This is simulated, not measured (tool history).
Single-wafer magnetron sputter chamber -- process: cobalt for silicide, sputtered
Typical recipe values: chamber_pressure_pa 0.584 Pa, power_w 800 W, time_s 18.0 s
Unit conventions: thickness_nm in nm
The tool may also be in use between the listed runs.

run     day  chamber_pressure_pa  power_w  time_s  read-back reference wafer on the same gauge, thickness_nm  thickness_nm
  1   0.000                0.584      900    17.2                                                      5.344         6.959
      2.483  -- sputter target and shields replaced
  2   4.475                0.584      900    17.2                                                      5.342         6.929
  3   8.167                0.584      900    17.2                                                      5.331         6.922
     13.112  -- sputter target and shields replaced
  4  16.296                0.757      800    19.8                                                      5.338         6.787
  5  18.325                0.757      800    19.8                                                      5.334         6.856
  6  20.100                0.757      800    19.8                                                      5.342         6.847
     23.796  -- capacitance manometer re-zeroed and calibrated
  7  24.588                0.584      800    18.0                                                      5.345         6.534
     26.121  -- sputter target and shields replaced
  8  27.079                0.584      800    18.0                                                      5.341         6.598
  9  29.296                0.584      700    18.0                                                      5.350         5.899
     31.762  -- gauge calibrated
 10  32.829                0.584      700    18.0                                                      5.346         5.858
 11  36.838                0.584      800    15.6                                                      5.339         5.729
     37.721  -- sputter target and shields replaced
     38.912  -- magnet pack replaced
 12  38.933                0.380      800    15.6                                                      5.339         6.111
 13  40.683                0.703      900    15.7                                                      5.344         6.068
 14  43.542                0.584      900    18.0                                                      5.341         7.250
 15  45.433                0.584      800    18.9                                                      5.338         6.915
 16  48.567                0.584     1000    18.0                                                      5.338         7.936
     50.612  -- sputter target and shields replaced
 17  51.179                0.584      800    16.0                                                      5.338         5.788
 18  54.583                0.584      750    20.0                                                      5.337         6.927
 19  57.546                0.584      700    19.3                                                      5.333         6.295
 20  59.096                0.584      800    18.0                                                      5.338         6.577
 21  61.300                0.584      800    18.0                                                      5.339         6.544

4 ways to go on from here, each from the tool as it stands after run 21. What would each give?
  A  61.317                0.584      950    18.0                                                          ?             ?
  B  61.317                0.658      850    19.6                                                          ?             ?
  C  61.317                0.584      900    20.0                                                          ?             ?
  D  61.317                0.411      750    15.0                                                          ?             ?

run  read-back reference wafer on the same gauge, thickness_nm  thickness_nm
  A                                                      5.344         7.623
  B                                                      5.344         7.365
  C                                                      5.344         8.087
  D                                                      5.344         5.522
Without the tool's hidden state the same runs would have given:
run  thickness_nm
  A         7.623
  B         7.365
  C         8.087
  D         5.522
